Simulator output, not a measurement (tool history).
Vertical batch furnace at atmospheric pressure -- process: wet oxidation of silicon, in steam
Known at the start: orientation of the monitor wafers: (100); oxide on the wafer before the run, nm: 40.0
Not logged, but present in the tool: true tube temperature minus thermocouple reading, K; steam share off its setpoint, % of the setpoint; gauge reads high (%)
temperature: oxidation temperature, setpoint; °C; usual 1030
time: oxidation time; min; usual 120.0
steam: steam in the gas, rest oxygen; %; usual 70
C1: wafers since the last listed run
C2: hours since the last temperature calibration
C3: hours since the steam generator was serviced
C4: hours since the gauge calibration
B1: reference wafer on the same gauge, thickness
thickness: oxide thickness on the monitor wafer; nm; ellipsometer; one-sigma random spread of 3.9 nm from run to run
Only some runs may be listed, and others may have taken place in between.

Run 1, hour 0.0: usual settings; C1 0; C2 1489.8; C3 1457.5; C4 463.9; B1 613.10. Result: thickness 642.89 nm.
Run 2, hour 62.3: usual settings; C1 465; C2 1552.1; C3 1519.8; C4 526.2; B1 612.54. Result: thickness 648.16 nm.
Run 3, hour 94.0: usual settings; C1 236; C2 1583.8; C3 1551.5; C4 557.9; B1 613.62. Result: thickness 645.60 nm.
Run 4, hour 121.6: usual settings; C1 206; C2 1611.4; C3 1579.1; C4 585.5; B1 612.27. Result: thickness 643.81 nm.
At hour 144.7: gauge calibrated.
Run 5, hour 172.6: usual settings; C1 380; C2 1662.4; C3 1630.1; C4 27.9; B1 612.70. Result: thickness 649.64 nm.
Run 6, hour 199.2: usual settings but steam 67 %; C1 198; C2 1689.0; C3 1656.7; C4 54.5; B1 612.69. Result: thickness 619.77 nm.
Run 7, hour 225.1: usual settings but steam 67 %; C1 193; C2 1714.9; C3 1682.6; C4 80.4; B1 614.05. Result: thickness 631.55 nm.
Run 8, hour 284.1: usual settings but time 91.5 min, steam 63 %; C1 440; C2 1773.9; C3 1741.6; C4 139.4; B1 612.52. Result: thickness 507.82 nm.
Run 9, hour 320.6: usual settings but time 91.5 min, steam 63 %; C1 272; C2 1810.4; C3 1778.1; C4 175.9; B1 613.16. Result: thickness 505.02 nm.
Run 10, hour 355.7: usual settings but time 91.5 min, steam 63 %; C1 262; C2 1845.5; C3 1813.2; C4 211.0; B1 613.63. Result: thickness 506.18 nm.
Run 11, hour 388.3: usual settings but time 133.0 min; C1 243; C2 1878.1; C3 1845.8; C4 243.6; B1 613.33. Result: thickness 676.61 nm.
Run 12, hour 451.3: usual settings but temperature 1009 °C, steam 73 %; C1 470; C2 1941.1; C3 1908.8; C4 306.6; B1 612.40. Result: thickness 570.62 nm.
At hour 529.1: steam generator serviced.
Run 13, hour 529.6: usual settings but temperature 1039 °C; C1 405; C2 2019.4; C3 0.5; C4 384.9; B1 612.56. Result: thickness 700.94 nm.
Run 14, hour 550.0: usual settings but temperature 1045 °C, time 138.0 min, steam 82 %; C1 152; C2 2039.8; C3 20.9; C4 405.3; B1 612.07. Result: thickness 865.73 nm.
Run 15, hour 595.3: usual settings; C1 338; C2 2085.1; C3 66.2; C4 450.6; B1 613.34. Result: thickness 669.02 nm.
At hour 621.7: thermocouples replaced and temperature profile calibrated.
Run 16, hour 658.5: usual settings but temperature 1017 °C, steam 73 %; C1 292; C2 36.8; C3 129.4; C4 513.8; B1 613.19. Result: thickness 644.53 nm.
Run 17, hour 728.7: usual settings but temperature 1049 °C, time 69.0 min, steam 75 %; C1 524; C2 107.0; C3 199.6; C4 584.0; B1 613.13. Result: thickness 557.47 nm.
At hour 749.6: gauge calibrated.
Run 18, hour 795.3: usual settings but steam 62 %; C1 497; C2 173.6; C3 266.2; C4 45.7; B1 612.70. Result: thickness 620.20 nm.
Run 19, hour 838.6: usual settings; C1 323; C2 216.9; C3 309.5; C4 89.0; B1 613.41. Result: thickness 671.04 nm.
Run 20, hour 924.1: usual settings but temperature 1043 °C, time 103.5 min; C1 638; C2 302.4; C3 395.0; C4 174.5; B1 613.89. Result: thickness 656.64 nm.
Run 21, hour 959.8: usual settings but temperature 1011 °C; C1 266; C2 338.1; C3 430.7; C4 210.2; B1 612.69. Result: thickness 602.46 nm.
Run 22, hour 1004.0: usual settings; C1 330; C2 382.3; C3 474.9; C4 254.4; B1 611.49. Result: thickness 672.08 nm.

Forecast each of these 4 alternatives for the next run:
Run A, hour 1010.9: usual settings but steam 66 %; C1 51; C2 389.2; C3 481.8; C4 261.3; B1 ?. Result: thickness ?.
Run B, hour 1010.9: usual settings but temperature 1019 °C, steam 58 %; C1 51; C2 389.2; C3 481.8; C4 261.3; B1 ?. Result: thickness ?.
Run C, hour 1010.9: usual settings but temperature 1009 °C, steam 64 %; C1 51; C2 389.2; C3 481.8; C4 261.3; B1 ?. Result: thickness ?.
Run D, hour 1010.9: usual settings but steam 81 %; C1 51; C2 389.2; C3 481.8; C4 261.3; B1 ?. Result: thickness ?.

run      B1  thickness
  A  613.01     651.11
  B  613.01     567.21
  C  613.01     568.74
  D  613.01     735.23
With the hidden condition removed and each run's random variation left untouched, the same runs would have given:
run  thickness
  A     656.72
  B     572.23
  C     573.84
  D     741.49
